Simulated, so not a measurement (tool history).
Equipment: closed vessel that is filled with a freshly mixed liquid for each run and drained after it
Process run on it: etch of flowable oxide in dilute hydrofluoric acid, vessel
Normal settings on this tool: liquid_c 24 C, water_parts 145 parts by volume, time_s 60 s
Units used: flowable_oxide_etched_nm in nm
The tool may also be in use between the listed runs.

run     day  liquid_c  water_parts  time_s  read-back film thickness of the flowable oxide reference wafer, read on the same gauge (nm)  flowable_oxide_etched_nm
  1       0        24          145      60                                                                                       150.01                     21.47
  2   4.492      27.5          145      70                                                                                       149.99                     28.37
  3  11.529        24          145      60                                                                                       149.98                     21.24
  4  15.417        24          145      60                                                                                       149.95                     21.27
  5  19.258        24          145      60                                                                                       150.01                     21.13
  6  22.812        22          145      40                                                                                       149.96                     13.07
  7  24.712        22          145      40                                                                                       150.02                     13.04
  8  27.279        24          145      60                                                                                       149.98                     21.04
     28.325  -- gauge calibrated
  9  29.183        24          145      60                                                                                       150.01                     21.11
 10  33.642        24          145      60                                                                                       150.01                      20.9
 11   37.05        24          145      60                                                                                          150                     20.82
 12  41.167        24          145      60                                                                                          150                     20.71
 13  43.579      22.5          185      75                                                                                       149.99                     18.26
     44.771  -- hydrofluoric acid flow meter replaced
 14  47.962        24          205      60                                                                                       149.98                     14.54
 15  50.558        20           80      40                                                                                          150                     24.34
     53.758  -- thermometer replaced
 16  54.367        24          175      70                                                                                       149.99                     20.35
 17  58.342        24          145      60                                                                                       150.02                     21.68
 18   62.75        22          205      35                                                                                       150.04                      7.76
 19  65.396        24          115      30                                                                                       149.99                     14.02
 20  67.762        19          145      90                                                                                          150                     26.59
 21  69.846      25.5          120      60                                                                                          150                     28.57
 22  71.912      19.5          165      45                                                                                       150.03                     11.57

Below, each run's measurement less what the same run would have read without the hidden state. Both values contain the same run-to-run variation, but the gauge's scatter may not be the same in both:
Unlogged tool condition in this case: liquid colder than its thermometer reads (K); hydrofluoric acid flow below the setpoint (%); gauge reads high (%).
run  flowable_oxide_etched_nm
  1                     -0.51
  2                     -0.82
  3                     -0.74
  4                     -0.83
  5                      -0.9
  6                     -0.59
  7                     -0.62
  8                     -1.06
  9                      -1.1
 10                     -1.18
 11                     -1.25
 12                     -1.32
 13                     -1.24
 14                     -0.08
 15                     -0.18
 16                     -0.24
 17                     -0.31
 18                     -0.15
 19                     -0.29
 20                     -0.61
 21                     -0.71
 22                     -0.32
